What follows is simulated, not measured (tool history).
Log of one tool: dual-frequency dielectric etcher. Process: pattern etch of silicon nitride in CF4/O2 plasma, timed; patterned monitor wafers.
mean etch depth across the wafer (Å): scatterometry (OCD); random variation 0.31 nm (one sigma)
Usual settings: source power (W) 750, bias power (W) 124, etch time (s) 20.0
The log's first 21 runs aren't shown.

run	day	source power (W)	bias power (W)	etch time (s)	wafers since the last listed run	hours since the last wet clean	hours since the last source power generator calibration	hours since the last bias power generator calibration	hours since the last upper electrode change	hours since the gauge calibration	read-back reference wafer on the same gauge, depth_nm	mean etch depth across the wafer (Å)
22	68.933	750	124	20.0	1367	477.3	576.9	496.6	239.1	824.8	42.9	521
23	71.771	750	102	20.0	1218	545.4	645.0	564.7	307.2	892.9	43.1	485
# day 73.458: wet clean of the chamber
24	73.479	750	124	20.0	304	0.5	686.0	605.7	348.2	933.9	43.1	524
25	76.146	650	142	15.5	1145	64.5	750.0	669.7	412.2	997.9	43.2	370
26	79.883	810	124	22.0	1605	154.2	839.7	759.4	501.9	1087.6	43.4	630
27	88.338	750	124	20.0	3631	357.1	1042.6	962.3	704.8	1290.5	43.7	532
28	90.758	750	147	24.0	1039	415.2	1100.7	1020.4	762.9	1348.6	43.7	677
29	94.588	810	114	18.0	1644	507.1	1192.6	1112.3	854.8	1440.5	43.9	505
# day 96.075: gauge calibrated
# day 96.950: wet clean of the chamber
30	98.329	750	151	16.0	1177	33.1	1282.4	1202.1	944.6	54.1	41.4	438
31	102.450	750	98	20.0	1770	132.0	1381.3	1301.0	1043.5	153.0	41.6	470

Forecast each of these 3 alternatives for the next run:
A	102.467	750	124	20.0	7	132.4	1381.7	1301.4	1043.9	153.4	?	?
B	102.467	610	132	25.5	7	132.4	1381.7	1301.4	1043.9	153.4	?	?
C	102.467	870	145	20.0	7	132.4	1381.7	1301.4	1043.9	153.4	?	?

run	read-back reference wafer on the same gauge, depth_nm	mean etch depth across the wafer (Å)
A	41.6	511
B	41.6	533
C	41.6	632
Without the tool's hidden state the same runs would have given:
run	mean etch depth across the wafer (Å)
A	505
B	528
C	626

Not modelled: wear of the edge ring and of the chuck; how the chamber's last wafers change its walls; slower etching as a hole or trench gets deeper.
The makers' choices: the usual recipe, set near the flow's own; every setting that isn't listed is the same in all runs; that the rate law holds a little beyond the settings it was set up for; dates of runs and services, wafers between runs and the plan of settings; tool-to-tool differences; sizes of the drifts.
